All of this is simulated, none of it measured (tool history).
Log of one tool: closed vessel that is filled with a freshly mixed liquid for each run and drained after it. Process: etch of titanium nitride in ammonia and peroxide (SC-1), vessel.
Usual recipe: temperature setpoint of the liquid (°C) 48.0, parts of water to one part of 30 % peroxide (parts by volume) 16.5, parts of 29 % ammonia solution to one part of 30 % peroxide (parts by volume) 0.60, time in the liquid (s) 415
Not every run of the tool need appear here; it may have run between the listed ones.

run    hour  temperature setpoint of the liquid (°C)  parts of water to one part of 30 % peroxide (parts by volume)  parts of 29 % ammonia solution to one part of 30 % peroxide (parts by volume)  time in the liquid (s)  wafers since the last listed run  hours since the thermometer was replaced  hours since the ammonia flow meter was replaced  hours since the drum of ammonia solution was connected  hours since the gauge calibration  read-back film thickness of the titanium nitride reference wafer, read on the same gauge (nm)  thickness taken off the titanium nitride on a monitor wafer (Å)
  1     0.0                                     48.0                                                           16.5                                                                           0.60                     415                                 0                                    1697.9                                            239.0                                                   544.6                             1951.0                                                                                          90.01                                                            102.1
  2   107.3                                     48.0                                                           16.5                                                                           0.60                     415                             10916                                    1805.2                                            346.3                                                   651.9                             2058.3                                                                                          90.00                                                            102.3
  3   202.3                                     48.0                                                           16.5                                                                           0.60                     415                              9665                                    1900.2                                            441.3                                                   746.9                             2153.3                                                                                          89.99                                                            101.5
  4   279.4                                     48.0                                                           16.5                                                                           0.60                     415                              7844                                    1977.3                                            518.4                                                   824.0                             2230.4                                                                                          89.99                                                            101.2
      299.5  -- gauge calibrated
  5   361.6                                     39.0                                                           16.5                                                                           0.60                     255                              8363                                    2059.5                                            600.6                                                   906.2                               62.1                                                                                          90.00                                                             32.1
      506.0  -- ammonia flow meter replaced
      516.7  -- new drum of ammonia solution connected
      575.2  -- thermometer replaced
  6   633.1                                     57.5                                                           16.5                                                                           0.50                     655                             27317                                      57.9                                            127.1                                                   116.4                              333.6                                                                                          90.02                                                            299.8
  7   709.8                                     48.0                                                           16.5                                                                           0.60                     415                              7803                                     134.6                                            203.8                                                   193.1                              410.3                                                                                          90.01                                                            102.1
  8   797.7                                     45.0                                                           16.5                                                                           0.85                     415                              8942                                     222.5                                            291.7                                                   281.0                              498.2                                                                                          90.02                                                             87.7
  9   888.7                                     48.0                                                           16.5                                                                           0.60                     415                              9258                                     313.5                                            382.7                                                   372.0                              589.2                                                                                          90.01                                                            102.3
 10   952.4                                     48.0                                                           16.5                                                                           0.85                     415                              6480                                     377.2                                            446.4                                                   435.7                              652.9                                                                                          90.03                                                            107.5
 11  1045.8                                     52.5                                                           16.5                                                                           0.60                     415                              9502                                     470.6                                            539.8                                                   529.1                              746.3                                                                                          90.00                                                            138.2
 12  1085.0                                     48.0                                                           10.5                                                                           0.40                     180                              3988                                     509.8                                            579.0                                                   568.3                              785.5                                                                                          89.98                                                             51.9
     1173.8  -- ammonia flow meter replaced
 13  1192.5                                     42.0                                                           16.5                                                                           0.75                     415                             10835                                     617.3                                             18.7                                                   675.8                              893.0                                                                                          89.99                                                             70.4
 14  1322.1                                     48.0                                                           21.5                                                                           0.60                     175                             13185                                     746.9                                            148.3                                                   805.4                             1022.6                                                                                          89.99                                                             37.0
 15  1410.9                                     48.0                                                           16.5                                                                           0.60                     415                              9034                                     835.7                                            237.1                                                   894.2                             1111.4                                                                                          90.00                                                            103.0
 16  1456.0                                     48.0                                                           16.5                                                                           0.60                     415                              4588                                     880.8                                            282.2                                                   939.3                             1156.5                                                                                          90.03                                                            102.2
 17  1494.1                                     51.0                                                           16.5                                                                           0.50                     535                              3876                                     918.9                                            320.3                                                   977.4                             1194.6                                                                                          89.97                                                            157.0
 18  1550.3                                     56.5                                                            9.0                                                                           0.80                     415                              5717                                     975.1                                            376.5                                                  1033.6                             1250.8                                                                                          90.01                                                            262.8
 19  1626.9                                     48.0                                                           16.5                                                                           0.60                     640                              7793                                    1051.7                                            453.1                                                  1110.2                             1327.4                                                                                          89.98                                                            155.5
     1704.2  -- new drum of ammonia solution connected
 20  1724.0                                     48.0                                                           16.5                                                                           0.60                     415                              9777                                    1148.8                                            550.2                                                    19.8                             1424.5                                                                                          90.00                                                            101.7
 21  1800.4                                     48.0                                                           16.5                                                                           0.60                     285                              7772                                    1225.2                                            626.6                                                    96.2                             1500.9                                                                                          90.00                                                             70.2
 22  1880.7                                     48.0                                                           16.5                                                                           0.60                     415                              8169                                    1305.5                                            706.9                                                   176.5                             1581.2                                                                                          89.98                                                            100.5
     1918.1  -- ammonia flow meter replaced
 23  1955.8                                     43.5                                                            9.0                                                                           0.70                     415                              7538                                    1380.6                                             37.7                                                   251.6                             1656.3                                                                                          90.01                                                            104.5
 24  2040.5                                     48.0                                                           16.5                                                                           0.60                     415                              8617                                    1465.3                                            122.4                                                   336.3                             1741.0                                                                                          90.00                                                            102.2
 25  2118.8                                     51.0                                                           16.5                                                                           0.80                     415                              7966                                    1543.6                                            200.7                                                   414.6                             1819.3                                                                                          90.01                                                            133.5
 26  2194.6                                     55.0                                                           16.5                                                                           0.60                     415                              7711                                    1619.4                                            276.5                                                   490.4                             1895.1                                                                                          89.97                                                            166.4

Across each entry between runs, compare the hidden state at the last listed run before it with the hidden state at the first listed run after it:
Between runs 4 and 5: gauge calibrated (hour 299.5)
  ammonia flow below the setpoint (%): 9.26 -> 10.7
  measured value less the no-hidden-state value, thickness taken off the titanium nitride on a monitor wafer (Å): -1.8 -> -0.7
Between runs 5 and 6: ammonia flow meter replaced (hour 506.0); new drum of ammonia solution connected (hour 516.7); thermometer replaced (hour 575.2)
  ammonia flow below the setpoint (%): 10.7 -> 2.78
  measured value less the no-hidden-state value, thickness taken off the titanium nitride on a monitor wafer (Å): -0.7 -> -1.6
Between runs 12 and 13: ammonia flow meter replaced (hour 1173.8)
  ammonia flow below the setpoint (%): 10.6 -> 0.548
  measured value less the no-hidden-state value, thickness taken off the titanium nitride on a monitor wafer (Å): -1.0 -> -0.1
Between runs 19 and 20: new drum of ammonia solution connected (hour 1704.2)
  ammonia flow below the setpoint (%): 8.08 -> 9.76
  measured value less the no-hidden-state value, thickness taken off the titanium nitride on a monitor wafer (Å): -2.4 -> -1.9
Between runs 22 and 23: ammonia flow meter replaced (hour 1918.1)
  ammonia flow below the setpoint (%): 12.5 -> 1.16
  measured value less the no-hidden-state value, thickness taken off the titanium nitride on a monitor wafer (Å): -2.4 -> -0.2
